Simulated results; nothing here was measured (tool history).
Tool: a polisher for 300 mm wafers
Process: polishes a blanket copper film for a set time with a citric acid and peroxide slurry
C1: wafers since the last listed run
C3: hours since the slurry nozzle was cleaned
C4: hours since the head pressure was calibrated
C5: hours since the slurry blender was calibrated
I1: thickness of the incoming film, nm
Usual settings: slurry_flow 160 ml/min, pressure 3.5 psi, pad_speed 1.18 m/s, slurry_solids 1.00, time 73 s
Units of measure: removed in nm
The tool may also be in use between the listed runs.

Run 1, hour 0.0: usual settings; C1 0; wafers polished on this pad 882; C3 126.6; C4 1112.3; C5 1.2; I1 646.2. Result: removed 249.7 nm.
At hour 20.0: worn pad replaced by a new one.
Run 2, hour 27.0: usual settings; C1 234; wafers polished on this pad 71; C3 153.6; C4 1139.3; C5 28.2; I1 656.1. Result: removed 243.3 nm.
Run 3, hour 34.6: usual settings; C1 77; wafers polished on this pad 148; C3 161.2; C4 1146.9; C5 35.8; I1 651.4. Result: removed 242.3 nm.
Run 4, hour 43.6: usual settings; C1 91; wafers polished on this pad 240; C3 170.2; C4 1155.9; C5 44.8; I1 649.9. Result: removed 248.4 nm.
Run 5, hour 49.9: usual settings but slurry_solids 0.90; C1 64; wafers polished on this pad 305; C3 176.5; C4 1162.2; C5 51.1; I1 650.5. Result: removed 240.6 nm.
Run 6, hour 67.5: usual settings but slurry_solids 0.95; C1 179; wafers polished on this pad 484; C3 194.1; C4 1179.8; C5 68.7; I1 643.5. Result: removed 242.4 nm.
Run 7, hour 73.8: usual settings but slurry_solids 0.95; C1 64; wafers polished on this pad 548; C3 200.4; C4 1186.1; C5 75.0; I1 647.1. Result: removed 241.4 nm.
Run 8, hour 82.4: usual settings; C1 87; wafers polished on this pad 636; C3 209.0; C4 1194.7; C5 83.6; I1 656.7. Result: removed 243.4 nm.
Run 9, hour 90.5: usual settings; C1 82; wafers polished on this pad 719; C3 217.1; C4 1202.8; C5 91.7; I1 645.6. Result: removed 242.3 nm.
Run 10, hour 136.1: usual settings; C1 465; wafers polished on this pad 1184; C3 262.7; C4 1248.4; C5 137.3; I1 647.7. Result: removed 235.4 nm.
At hour 143.1: worn pad replaced by a new one.
Run 11, hour 151.3: usual settings; C1 114; wafers polished on this pad 83; C3 277.9; C4 1263.6; C5 152.5; I1 648.2. Result: removed 230.3 nm.
Run 12, hour 166.0: usual settings; C1 150; wafers polished on this pad 233; C3 292.6; C4 1278.3; C5 167.2; I1 646.8. Result: removed 223.7 nm.
At hour 181.0: slurry nozzle cleaned.
At hour 184.1: slurry blender recalibrated.
Run 13, hour 184.6: usual settings; C1 159; wafers polished on this pad 393; C3 3.6; C4 1296.9; C5 0.5; I1 653.7. Result: removed 242.9 nm.
Run 14, hour 199.1: usual settings; C1 147; wafers polished on this pad 541; C3 18.1; C4 1311.4; C5 15.0; I1 651.0. Result: removed 245.8 nm.
Run 15, hour 211.2: usual settings but pressure 2.3 psi, pad_speed 1.54 m/s, slurry_solids 0.75; C1 123; wafers polished on this pad 664; C3 30.2; C4 1323.5; C5 27.1; I1 658.2. Result: removed 189.1 nm.
Run 16, hour 220.7: usual settings but slurry_solids 1.15, time 55 s; C1 96; wafers polished on this pad 761; C3 39.7; C4 1333.0; C5 36.6; I1 651.4. Result: removed 189.9 nm.
At hour 225.5: head pressure recalibrated.
Run 17, hour 228.4: usual settings but pressure 4.1 psi, pad_speed 1.02 m/s, time 52 s; C1 58; wafers polished on this pad 819; C3 47.4; C4 2.9; C5 44.3; I1 660.5. Result: removed 174.6 nm.
Run 18, hour 235.1: usual settings but slurry_flow 200 ml/min, pad_speed 1.36 m/s, slurry_solids 1.15, time 53 s; C1 68; wafers polished on this pad 888; C3 54.1; C4 9.6; C5 51.0; I1 651.6. Result: removed 216.5 nm.
At hour 243.4: worn pad replaced by a new one.
Run 19, hour 248.6: usual settings but time 95 s; C1 96; wafers polished on this pad 52; C3 67.6; C4 23.1; C5 64.5; I1 649.4. Result: removed 314.3 nm.
Run 20, hour 255.4: usual settings but slurry_solids 0.90; C1 69; wafers polished on this pad 121; C3 74.4; C4 29.9; C5 71.3; I1 647.9. Result: removed 236.6 nm.
Run 21, hour 265.0: usual settings but pad_speed 1.52 m/s, slurry_solids 0.90; C1 97; wafers polished on this pad 219; C3 84.0; C4 39.5; C5 80.9; I1 643.5. Result: removed 293.7 nm.
Run 22, hour 276.1: usual settings; C1 113; wafers polished on this pad 333; C3 95.1; C4 50.6; C5 92.0; I1 652.3. Result: removed 237.9 nm.
Run 23, hour 284.2: usual settings but pad_speed 0.96 m/s, slurry_solids 1.10; C1 82; wafers polished on this pad 415; C3 103.2; C4 58.7; C5 100.1; I1 645.1. Result: removed 203.7 nm.
Run 24, hour 301.5: usual settings but slurry_flow 210 ml/min, pressure 4.6 psi, pad_speed 0.90 m/s, slurry_solids 1.25; C1 176; wafers polished on this pad 592; C3 120.5; C4 76.0; C5 117.4; I1 658.4. Result: removed 261.2 nm.
Run 25, hour 307.9: usual settings but slurry_flow 200 ml/min, pressure 4.0 psi, pad_speed 1.04 m/s, time 87 s; C1 65; wafers polished on this pad 657; C3 126.9; C4 82.4; C5 123.8; I1 651.1. Result: removed 294.4 nm.
Run 26, hour 319.2: usual settings; C1 115; wafers polished on this pad 773; C3 138.2; C4 93.7; C5 135.1; I1 641.7. Result: removed 230.2 nm.
Run 27, hour 332.4: usual settings but slurry_flow 195 ml/min, pad_speed 1.38 m/s, slurry_solids 0.85, time 91 s; C1 134; wafers polished on this pad 907; C3 151.4; C4 106.9; C5 148.3; I1 650.5. Result: removed 323.5 nm.
At hour 342.3: worn pad replaced by a new one.
Run 28, hour 342.8: usual settings but pad_speed 0.88 m/s, slurry_solids 1.10, time 50 s; C1 65; wafers polished on this pad 4; C3 161.8; C4 117.3; C5 158.7; I1 655.4. Result: removed 120.1 nm.
At hour 367.4: slurry blender recalibrated.
Run 29, hour 367.9: usual settings but slurry_flow 105 ml/min, pressure 4.4 psi; C1 235; wafers polished on this pad 240; C3 186.9; C4 142.4; C5 0.5; I1 648.2. Result: removed 279.5 nm.
Run 30, hour 375.8: usual settings but slurry_flow 105 ml/min, pressure 2.7 psi, pad_speed 1.28 m/s, slurry_solids 0.80; C1 80; wafers polished on this pad 321; C3 194.8; C4 150.3; C5 8.4; I1 646.3. Result: removed 177.7 nm.
Run 31, hour 413.4: usual settings; C1 383; wafers polished on this pad 704; C3 232.4; C4 187.9; C5 46.0; I1 642.7. Result: removed 241.5 nm.

Alternative continuations, all from the tool just after run 31; predict every row:
Run A, hour 413.8: usual settings; C1 4; wafers polished on this pad 708; C3 232.8; C4 188.3; C5 46.4; I1 651.7. Result: removed ?.
Run B, hour 413.8: usual settings but slurry_flow 200 ml/min, pressure 4.4 psi; C1 4; wafers polished on this pad 708; C3 232.8; C4 188.3; C5 46.4; I1 651.7. Result: removed ?.
Run C, hour 413.8: usual settings but slurry_flow 135 ml/min, pressure 3.8 psi, slurry_solids 0.80, time 83 s; C1 4; wafers polished on this pad 708; C3 232.8; C4 188.3; C5 46.4; I1 651.7. Result: removed ?.

run  removed
  A    248.0
  B    321.1
  C    278.0
The same runs, with their run-to-run variation unchanged, on a tool lacking any hidden condition would have given:
run  removed
  A    250.9
  B    324.9
  C    281.2

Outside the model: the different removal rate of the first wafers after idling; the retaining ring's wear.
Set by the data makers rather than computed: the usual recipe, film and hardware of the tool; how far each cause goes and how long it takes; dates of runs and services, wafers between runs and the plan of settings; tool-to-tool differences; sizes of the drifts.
